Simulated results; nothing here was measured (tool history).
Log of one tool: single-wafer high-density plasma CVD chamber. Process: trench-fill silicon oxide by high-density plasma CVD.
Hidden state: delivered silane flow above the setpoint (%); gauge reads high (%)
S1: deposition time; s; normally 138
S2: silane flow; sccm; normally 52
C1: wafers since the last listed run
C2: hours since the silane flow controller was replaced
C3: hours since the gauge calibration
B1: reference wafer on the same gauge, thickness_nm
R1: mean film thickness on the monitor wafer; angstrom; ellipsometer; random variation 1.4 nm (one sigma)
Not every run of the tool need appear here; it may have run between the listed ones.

run,hour,S1,S2,C1,C2,C3,B1,R1
1,0,120,52,0,783.1,667.2,757.165,5622.22
2,35.6,120,52,507,818.7,702.8,757.475,5636.2
3,56.1,120,52,291,839.2,723.3,756.602,5634.87
4,81.6,138,52,363,864.7,748.8,756.824,6480.74
5,94,138,52,176,877.1,761.2,756.983,6490.57
# hour 99: gauge calibrated
6,116.2,131,45,316,899.3,17.2,757.397,5333.15
7,149.8,131,45,478,932.9,50.8,757.004,5307.71
8,179.5,138,52,422,962.6,80.5,757.125,6456.8
9,199.3,138,52,281,982.4,100.3,757.065,6488.29
10,216.6,138,52,246,999.7,117.6,756.766,6491.89
11,233.8,138,52,244,1016.9,134.8,757.013,6481.11
12,310.3,138,45,1089,1093.4,211.3,757.523,5604.48
13,327.4,138,45,243,1110.5,228.4,756.845,5597.49
14,341.2,138,45,196,1124.3,242.2,757.146,5615.25
15,373.5,138,44,460,1156.6,274.5,756.911,5468.33
16,394.4,138,44,297,1177.5,295.4,757.001,5469.15
17,407.2,138,52,182,1190.3,308.2,756.833,6484.64
18,428.7,138,52,306,1211.8,329.7,757.273,6471.4
19,459.1,138,52,432,1242.2,360.1,756.739,6490.67
20,483.9,138,49,353,1267,384.9,756.864,6092.73
21,512.9,138,49,413,1296,413.9,756.854,6098.52
22,535.7,162,60,324,1318.8,436.7,757.119,8740.19
23,565.7,126,57,427,1348.8,466.7,757.248,6494.93
24,599.2,138,52,477,1382.3,500.2,757.091,6442.04
25,621.9,120,61,323,1405,522.9,756.762,6600.36
26,646.3,130,47,347,1429.4,547.3,756.84,5538.8
27,662.2,138,52,226,1445.3,563.2,757.38,6480.55
28,684,156,55,310,1467.1,585,757.357,7708.78
29,716.5,160,57,462,1499.6,617.5,757.308,8184.68
30,738.3,121,56,310,1521.4,639.3,757.567,6110.37
31,758.7,151,42,290,1541.8,659.7,757.066,5730.54
# hour 777.6: silane flow controller replaced
32,782.5,163,52,225,4.9,683.5,757.076,7638.92
33,811.1,148,56,407,33.5,712.1,757.432,7478.2
34,844.4,154,62,474,66.8,745.4,756.816,8636.2
# hour 864.6: gauge calibrated
35,878.2,138,52,481,100.6,13.6,757.237,6475.06
36,908,113,52,424,130.4,43.4,757.093,5295.74
37,927.4,153,57,276,149.8,62.8,757.272,7840.15
38,939.9,116,61,178,162.3,75.3,757.504,6386.71
39,970.2,161,49,431,192.6,105.6,756.88,7104.82
40,1038.3,163,59,969,260.7,173.7,756.846,8672.96
41,1067,128,52,408,289.4,202.4,757.006,6004.97
42,1082.7,138,52,223,305.1,218.1,757.069,6482.94

Predict each of these 3 candidate next runs independently; none follows another, all start after run 42:
A,1083.1,138,52,5,305.5,218.5,?,?
B,1083.1,126,58,5,305.5,218.5,?,?
C,1083.1,162,56,5,305.5,218.5,?,?

run,B1,R1
A,756.657,6463.12
B,756.657,6582.01
C,756.657,8170.77
Stripped of hidden state, with their random variation kept, the same runs would have yielded:
run,R1
A,6463.12
B,6582.01
C,8170.77
